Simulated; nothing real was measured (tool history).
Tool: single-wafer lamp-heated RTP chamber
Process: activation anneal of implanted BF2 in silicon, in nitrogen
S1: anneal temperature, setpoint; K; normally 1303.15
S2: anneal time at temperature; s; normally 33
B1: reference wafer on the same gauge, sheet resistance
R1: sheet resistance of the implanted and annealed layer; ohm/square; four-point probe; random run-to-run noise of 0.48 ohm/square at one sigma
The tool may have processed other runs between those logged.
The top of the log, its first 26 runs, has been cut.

run 27 hour=744.9 | S1=1273.15 S2=17 | B1=125.97 | R1=224.34
run 28 hour=763.9 | S1=1303.15 S2=33 | B1=126.06 | R1=143.73
run 29 hour=789.3 | S1=1303.15 S2=33 | B1=125.93 | R1=143.21
-- hour=816.7 pyrometer window cleaned and pyrometer calibrated
run 30 hour=817.2 | S1=1303.15 S2=33 | B1=126.02 | R1=145.29
run 31 hour=848.5 | S1=1288.15 S2=44 | B1=126.09 | R1=149.08
run 32 hour=867.2 | S1=1303.15 S2=22 | B1=125.87 | R1=157.64
run 33 hour=899.1 | S1=1315.15 S2=22 | B1=126.04 | R1=142.40
run 34 hour=918.5 | S1=1276.15 S2=25 | B1=126.06 | R1=190.01
run 35 hour=932.0 | S1=1312.15 S2=33 | B1=126.10 | R1=132.87
run 36 hour=957.3 | S1=1311.15 S2=17 | B1=125.99 | R1=151.61

4 options for the next run, each taken on its own from the tool as it stands now. Forecast them:
run A hour=957.7 | S1=1303.15 S2=33 | B1=? | R1=?
run B hour=957.7 | S1=1326.15 S2=38 | B1=? | R1=?
run C hour=957.7 | S1=1320.15 S2=45 | B1=? | R1=?
run D hour=957.7 | S1=1318.15 S2=13 | B1=? | R1=?

run=A B1=125.92 R1=140.03
run=B B1=125.92 R1=113.92
run=C B1=125.92 R1=115.14
run=D B1=125.92 R1=152.89
The same runs, with their run-to-run variation unchanged, on a tool lacking any hidden condition would have given:
run=A R1=146.68
run=B R1=121.39
run=C R1=121.83
run=D R1=162.04
